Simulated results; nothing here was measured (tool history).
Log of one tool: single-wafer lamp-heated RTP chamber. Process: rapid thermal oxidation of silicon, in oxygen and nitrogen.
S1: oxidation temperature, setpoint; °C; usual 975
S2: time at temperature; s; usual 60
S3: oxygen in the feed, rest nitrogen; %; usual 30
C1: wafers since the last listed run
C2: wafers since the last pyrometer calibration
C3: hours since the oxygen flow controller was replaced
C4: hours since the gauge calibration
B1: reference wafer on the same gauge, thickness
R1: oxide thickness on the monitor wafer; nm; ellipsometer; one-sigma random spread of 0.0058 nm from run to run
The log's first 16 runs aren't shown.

run    hour    S1  S2  S3    C1    C2      C3      C4     B1     R1
        863  -- gauge calibrated
 17   876.9   965  81  30   581   715  3284.8    13.9  4.139    3.8
 18   921.4   975  60  30   543  1258  3329.3    58.4  4.141  3.635
      969.9  -- oxygen flow controller replaced
 19   970.4   975  60  17   500  1759     0.5   107.4  4.141  3.228
 20  1054.1   959  81  17  1022  2782    84.2   191.1  4.142  3.288
 21  1089.7   995  82  58   434  3217   119.8   226.7  4.142  5.862
 22  1149.9   996  41  30   735  3952     180   286.9  4.138   3.64
 23  1198.8   975  60  30   597  4549   228.9   335.8   4.14  3.696
 24  1249.9   965  74  30   624  5174     280   386.9  4.139  3.759
 25  1276.9   975  73  30   329  5504     307   413.9   4.14  3.965
 26  1339.5   961  79  44   764  6268   369.6   476.5  4.141  4.177
     1379.1  -- pyrometer window cleaned and pyrometer calibrated
 27  1393.7   985  68  17   564   178   423.8   530.7   4.14   3.51
 28  1424.5  1005  80  30   376   555   454.6   561.5  4.139  4.926
 29  1480.6   989  71  53   685  1240   510.7   617.6  4.141  5.101
 30  1544.2   975  82  30   776  2017   574.3   681.2  4.139   4.13
 31  1583.9   984  37  43   485  2502     614   720.9  4.139    3.6
 32  1649.4   975  60  30   800  3302   679.5   786.4  4.138  3.694
 33  1710.6  1004  60  30   747  4050   740.7   847.6  4.141  4.405
 34  1806.3   975  60  40  1169  5219   836.4   943.3  4.142  3.995
 35  1837.3   975  60  30   378  5598   867.4   974.3  4.139  3.699
 36  1866.9   975  60  30   361  5959     897  1003.9  4.139  3.702

Run 37 comes next. What will it give?
 37  1914.7  948  70  30  583  6543  944.8  1051.7   ?   ?

B1: 4.143
R1: 3.359 nm
The same run, on a tool lacking any hidden state, would have yielded R1 3.332 nm.
